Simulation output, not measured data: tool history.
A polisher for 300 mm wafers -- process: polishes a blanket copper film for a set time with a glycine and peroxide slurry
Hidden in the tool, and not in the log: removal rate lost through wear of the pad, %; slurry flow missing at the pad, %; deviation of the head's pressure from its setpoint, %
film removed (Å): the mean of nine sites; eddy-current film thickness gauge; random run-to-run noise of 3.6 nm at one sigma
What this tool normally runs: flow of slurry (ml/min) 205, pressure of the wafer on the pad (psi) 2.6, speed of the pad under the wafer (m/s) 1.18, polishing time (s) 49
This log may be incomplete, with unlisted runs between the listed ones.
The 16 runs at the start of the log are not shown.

run     day  flow of slurry (ml/min)  pressure of the wafer on the pad (psi)  speed of the pad under the wafer (m/s)  polishing time (s)  wafers since the last listed run  wafers polished on this pad  hours since the slurry nozzle was cleaned  hours since the head pressure was calibrated  incoming thickness of the incoming film, nm  film removed (Å)
 17  15.850                      205                                     2.6                                    1.18                  49                               131                         1666                                      455.9                                         409.3                                       2203.2              2399
     16.792  -- worn pad replaced by a new one
 18  16.933                      205                                     2.4                                    1.18                  55                               236                           36                                      481.9                                         435.3                                       2147.5              2876
 19  17.554                      205                                     2.6                                    1.18                  49                               160                          196                                      496.8                                         450.2                                       2170.5              2582
 20  18.492                      205                                     2.3                                    1.44                  49                               242                          438                                      519.3                                         472.7                                       2160.9              2781
 21  19.000                      205                                     2.9                                    1.18                  49                               131                          570                                      531.5                                         484.9                                       2173.9              2791
 22  19.917                      160                                     2.6                                    1.18                  49                               236                          807                                      553.5                                         506.9                                       2194.6              2419
 23  21.017                      205                                     2.6                                    1.18                  49                               284                         1091                                      579.9                                         533.3                                       2208.9              2537
 24  23.242                      250                                     3.3                                    1.04                  49                               574                         1666                                      633.3                                         586.7                                       2176.2              2545
 25  23.804                      205                                     2.6                                    1.48                  49                               145                         1811                                      646.8                                         600.2                                       2197.9              2801
     23.958  -- head pressure recalibrated
 26  24.321                      205                                     2.4                                    0.84                  34                               111                         1923                                      659.2                                           8.7                                       2161.4              1243
     24.829  -- worn pad replaced by a new one
 27  25.108                      205                                     1.9                                    1.18                  39                               160                           72                                      678.1                                          27.6                                       2190.8              1755
     25.958  -- slurry nozzle cleaned
 28  25.979                      205                                     2.6                                    1.18                  33                               214                          286                                        0.5                                          48.5                                       2186.1              1708
 29  27.308                      205                                     3.4                                    1.34                  44                               343                          630                                       32.4                                          80.4                                       2134.8              2984
 30  28.562                      205                                     3.4                                    1.34                  44                               324                          954                                       62.5                                         110.5                                       2147.1              2947
 31  29.171                      250                                     2.3                                    1.30                  49                               157                         1111                                       77.1                                         125.1                                       2169.7              2556

Run 32 is up next; what results do you expect?
 32  30.467                      205                                     2.6                                    1.18                  49                               334                         1446                                      108.2                                         156.2                                       2208.5                 ?

For run 32 the tool returned film removed (Å) 2470.
Without the tool's hidden state the same run would have given film removed (Å) 2706.

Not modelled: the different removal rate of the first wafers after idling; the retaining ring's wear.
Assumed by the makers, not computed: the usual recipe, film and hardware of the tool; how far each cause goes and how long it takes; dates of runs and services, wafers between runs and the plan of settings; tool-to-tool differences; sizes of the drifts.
